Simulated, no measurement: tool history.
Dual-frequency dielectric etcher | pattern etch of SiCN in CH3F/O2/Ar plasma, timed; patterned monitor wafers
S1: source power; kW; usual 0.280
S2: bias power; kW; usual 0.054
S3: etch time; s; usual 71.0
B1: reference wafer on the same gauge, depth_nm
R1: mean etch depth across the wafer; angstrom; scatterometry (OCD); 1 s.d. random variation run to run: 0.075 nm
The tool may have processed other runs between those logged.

run 1 hour=0.0 | S1=0.280 S2=0.054 S3=71.0 | B1=23.88 | R1=203.9
run 2 hour=48.1 | S1=0.280 S2=0.054 S3=71.0 | B1=23.93 | R1=202.5
run 3 hour=80.8 | S1=0.280 S2=0.054 S3=71.0 | B1=23.94 | R1=202.7
run 4 hour=142.1 | S1=0.280 S2=0.054 S3=71.0 | B1=23.86 | R1=203.8
run 5 hour=210.9 | S1=0.280 S2=0.054 S3=71.0 | B1=23.90 | R1=204.0
run 6 hour=261.9 | S1=0.280 S2=0.054 S3=71.0 | B1=23.96 | R1=205.2
run 7 hour=322.8 | S1=0.280 S2=0.054 S3=65.0 | B1=23.93 | R1=188.2
run 8 hour=350.1 | S1=0.280 S2=0.054 S3=65.0 | B1=23.96 | R1=187.5
-- hour=374.5 source power generator calibrated
run 9 hour=401.2 | S1=0.320 S2=0.054 S3=71.0 | B1=23.91 | R1=212.4
-- hour=466.7 gauge calibrated
run 10 hour=472.1 | S1=0.280 S2=0.054 S3=71.0 | B1=23.95 | R1=201.7
-- hour=496.7 wet clean of the chamber
run 11 hour=516.0 | S1=0.280 S2=0.054 S3=71.0 | B1=23.85 | R1=199.6
run 12 hour=544.7 | S1=0.280 S2=0.054 S3=59.0 | B1=23.91 | R1=167.5
-- hour=618.1 upper electrode replaced, of another model than before
run 13 hour=618.6 | S1=0.280 S2=0.054 S3=71.0 | B1=23.91 | R1=200.6
run 14 hour=642.3 | S1=0.280 S2=0.041 S3=71.0 | B1=23.92 | R1=165.9
run 15 hour=847.8 | S1=0.230 S2=0.063 S3=87.5 | B1=23.88 | R1=237.0
run 16 hour=890.7 | S1=0.280 S2=0.054 S3=65.5 | B1=23.96 | R1=186.6
-- hour=935.0 bias power generator calibrated
run 17 hour=936.3 | S1=0.300 S2=0.054 S3=90.0 | B1=23.86 | R1=267.8
-- hour=972.2 wet clean of the chamber
run 18 hour=1003.2 | S1=0.260 S2=0.054 S3=71.0 | B1=23.86 | R1=192.3
run 19 hour=1053.1 | S1=0.280 S2=0.054 S3=65.5 | B1=23.90 | R1=186.9
run 20 hour=1104.2 | S1=0.280 S2=0.047 S3=82.0 | B1=23.85 | R1=213.0
run 21 hour=1142.6 | S1=0.320 S2=0.054 S3=88.0 | B1=23.91 | R1=274.6
run 22 hour=1172.1 | S1=0.300 S2=0.054 S3=59.0 | B1=23.87 | R1=176.4

Forecast each of these 3 alternatives for the next run:
run A hour=1172.5 | S1=0.280 S2=0.054 S3=71.0 | B1=? | R1=?
run B hour=1172.5 | S1=0.220 S2=0.049 S3=51.5 | B1=? | R1=?
run C hour=1172.5 | S1=0.320 S2=0.058 S3=54.5 | B1=? | R1=?

run=A B1=23.92 R1=202.0
run=B B1=23.92 R1=113.4
run=C B1=23.92 R1=177.2
Take away the tool's hidden state, keep each run's random variation, and the runs would have read:
run=A R1=200.1
run=B R1=112.4
run=C R1=175.6
